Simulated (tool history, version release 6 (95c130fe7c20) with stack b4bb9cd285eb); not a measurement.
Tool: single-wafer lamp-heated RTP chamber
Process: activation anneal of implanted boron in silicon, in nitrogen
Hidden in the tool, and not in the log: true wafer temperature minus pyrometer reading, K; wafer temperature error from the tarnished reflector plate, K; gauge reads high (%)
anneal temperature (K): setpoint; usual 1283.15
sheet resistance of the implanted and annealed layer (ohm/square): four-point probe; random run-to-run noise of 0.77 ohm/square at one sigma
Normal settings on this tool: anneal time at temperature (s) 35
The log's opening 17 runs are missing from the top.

run   hour  anneal temperature (K)  anneal time at temperature (s)  wafers since the last listed run  wafers since the last pyrometer calibration  wafers since the reflector plate was cleaned  hours since the gauge calibration  read-back reference wafer on the same gauge, sheet resistance  sheet resistance of the implanted and annealed layer (ohm/square)
 18  240.2                 1259.15                              21                               124                                         4985                                           628                              452.3                                                         564.31                                                             519.55
 19  253.3                 1260.15                              21                               118                                         5104                                           747                              465.4                                                         564.05                                                             519.18
     255.1  -- gauge calibrated
 20  262.2                 1255.15                              26                                80                                         5185                                           827                                7.1                                                         569.06                                                             524.12
     280.1  -- pyrometer window cleaned and pyrometer calibrated
 21  280.6                 1295.15                              55                                94                                            4                                           921                               25.5                                                          568.9                                                             513.86
 22  286.3                 1291.15                              53                                51                                           55                                           973                               31.2                                                         568.84                                                             514.96
 23  300.2                 1271.15                              45                               125                                          181                                          1099                               45.1                                                         569.01                                                             518.47
 24  308.3                 1274.15                              54                                73                                          255                                          1172                               53.2                                                         569.17                                                             516.04
 25  323.3                 1283.15                              35                               135                                          390                                          1308                               68.2                                                         569.12                                                             516.96
 26  330.6                 1300.15                              22                                66                                          457                                          1374                               75.5                                                         568.88                                                             516.18
 27  348.5                 1304.15                              42                               162                                          619                                          1536                               93.4                                                         568.77                                                             514.39
 28    363                 1264.15                              53                               131                                          750                                          1668                              107.9                                                         568.64                                                              517.7
 29  372.2                 1283.15                              54                                83                                          833                                          1751                              117.1                                                         568.59                                                             514.87
 30  381.8                 1283.15                              35                                86                                          920                                          1838                              126.7                                                         568.67                                                              515.8
 31  388.9                 1312.15                              44                                64                                          985                                          1902                              133.8                                                         569.18                                                              515.3
 32  399.4                 1291.15                              24                                95                                         1080                                          1997                              144.3                                                         568.56                                                             517.15
 33  407.7                 1283.15                              35                                75                                         1155                                          2073                              152.6                                                         568.22                                                             516.81
 34  422.6                 1256.15                              24                               134                                         1290                                          2207                              167.5                                                         568.86                                                             525.03
 35  433.3                 1283.15                              35                                96                                         1387                                          2304                              178.2                                                         568.31                                                             516.84
 36  444.7                 1309.15                              54                               103                                         1490                                          2408                              189.6                                                          568.8                                                             514.53
 37  464.6                 1267.15                              51                               180                                         1670                                          2588                              209.5                                                         567.99                                                             516.12

4 ways to go on from here, each from the tool as it stands after run 37. What would each give?
  A   465                 1283.15                              25                                 3                                         1674                                          2591                              209.9                                                              ?                                                                  ?
  B   465                 1270.15                              35                                 3                                         1674                                          2591                              209.9                                                              ?                                                                  ?
  C   465                 1309.15                              35                                 3                                         1674                                          2591                              209.9                                                              ?                                                                  ?
  D   465                 1274.15                              28                                 3                                         1674                                          2591                              209.9                                                              ?                                                                  ?

run  read-back reference wafer on the same gauge, sheet resistance  sheet resistance of the implanted and annealed layer (ohm/square)
  A                                                         567.84                                                              517.4
  B                                                         567.84                                                             518.56
  C                                                         567.84                                                             515.23
  D                                                         567.84                                                             518.47
With the hidden condition removed and each run's random variation left untouched, the same runs would have given:
run  sheet resistance of the implanted and annealed layer (ohm/square)
  A                                                             518.21
  B                                                             519.37
  C                                                             516.03
  D                                                             519.28
